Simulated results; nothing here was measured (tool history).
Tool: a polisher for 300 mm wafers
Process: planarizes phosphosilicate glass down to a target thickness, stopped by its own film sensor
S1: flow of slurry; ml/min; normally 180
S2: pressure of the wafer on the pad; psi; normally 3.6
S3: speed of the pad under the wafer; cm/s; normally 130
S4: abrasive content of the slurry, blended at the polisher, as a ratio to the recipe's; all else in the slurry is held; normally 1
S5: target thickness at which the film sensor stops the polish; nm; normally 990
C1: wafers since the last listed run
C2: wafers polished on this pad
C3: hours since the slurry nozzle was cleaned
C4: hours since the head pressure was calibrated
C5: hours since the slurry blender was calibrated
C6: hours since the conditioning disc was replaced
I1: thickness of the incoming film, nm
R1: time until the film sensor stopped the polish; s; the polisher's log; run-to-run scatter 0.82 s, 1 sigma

run	hour	S1	S2	S3	S4	S5	C1	C2	C3	C4	C5	C6	I1	R1
1	0	180	3.6	130	1	990	0	538	228.2	162.5	294	64.3	1698.5	64.5
# hour 29.3: slurry blender recalibrated
2	29.8	180	3.6	130	1	990	228	766	258	192.3	0.5	94.1	1741.5	69.7
3	60.2	180	3.6	130	1	1098	249	1015	288.4	222.7	30.9	124.5	1693.8	54.8
# hour 74.7: worn pad replaced by a new one
4	94.9	180	3.6	130	1	1098	251	165	323.1	257.4	65.6	159.2	1714	56.2
5	107.1	180	3.6	130	1	1098	100	265	335.3	269.6	77.8	171.4	1721.1	56.5
6	129.9	180	3.6	130	1	990	186	452	358.1	292.4	100.6	194.2	1712.8	65.7
7	155	180	3.6	130	1	990	205	658	383.2	317.5	125.7	219.3	1728.8	68.1
8	188.8	180	3.6	130	1	990	277	935	417	351.3	159.5	253.1	1742.4	71
9	222.9	180	3.6	130	1	990	279	1215	451.1	385.4	193.6	287.2	1724.7	71
# hour 243.9: worn pad replaced by a new one
10	257.2	180	4.3	118	1.2	990	248	109	485.4	419.7	227.9	321.5	1703.2	55
11	287.2	180	3.6	130	1	990	246	355	515.4	449.7	257.9	351.5	1737.9	68.9
12	308.3	180	2.8	130	0.9	990	173	528	536.5	470.8	279	372.6	1700.1	83.6

Run 13, settings as shown, results not yet in. Your forecast:
# hour 332.5: slurry blender recalibrated
13	334.5	215	2.7	130	1	772	198	726	562.7	497	2	398.8	1712.5	?

Run 13 came out at R1 107.5 s.
Take away the tool's hidden state, keep the run-to-run variation as it was, and the same run would have given R1 103.7 s.
